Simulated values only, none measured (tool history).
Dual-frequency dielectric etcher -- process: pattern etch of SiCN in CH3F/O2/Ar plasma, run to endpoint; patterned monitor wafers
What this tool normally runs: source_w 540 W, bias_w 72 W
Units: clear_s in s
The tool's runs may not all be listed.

run	day	source_w	bias_w	incoming incoming film thickness, nm	clear_s
1	0.000	600	72	7.23	15.7
2	0.662	540	72	7.25	16.3
3	1.608	540	72	7.20	16.0
4	2.429	510	72	7.21	16.5
5	3.196	510	72	7.17	16.5
# day 5.554: upper electrode replaced
6	5.575	510	72	7.18	16.3
7	5.758	540	72	7.27	16.3
# day 6.538: source power generator calibrated
8	7.129	540	72	7.16	16.1
# day 8.150: wet clean of the chamber
9	8.262	540	72	7.18	15.5
10	9.288	540	72	7.19	15.4
# day 10.829: wet clean of the chamber, repeated, since the last time left the tool worse
11	10.850	540	72	7.18	16.4
12	11.446	540	72	7.12	16.4
13	12.654	440	58	7.22	18.7
# day 13.721: bias power generator calibrated
14	13.871	420	63	7.20	18.4
15	14.742	620	83	7.23	15.0
16	16.012	650	90	7.23	14.3
17	17.388	470	89	7.24	16.0
18	18.362	540	89	7.22	15.3

What if the next run were any one of these 5? Each begins from the tool's condition after run 18:
A	18.379	540	72	7.22	?
B	18.379	540	65	7.22	?
C	18.379	410	72	7.22	?
D	18.379	660	81	7.22	?
E	18.379	660	72	7.22	?

run	clear_s
A	16.4
B	16.9
C	18.1
D	14.7
E	15.3
With no hidden state in the tool, these same runs would have given:
run	clear_s
A	16.7
B	17.2
C	18.4
D	15.0
E	15.5
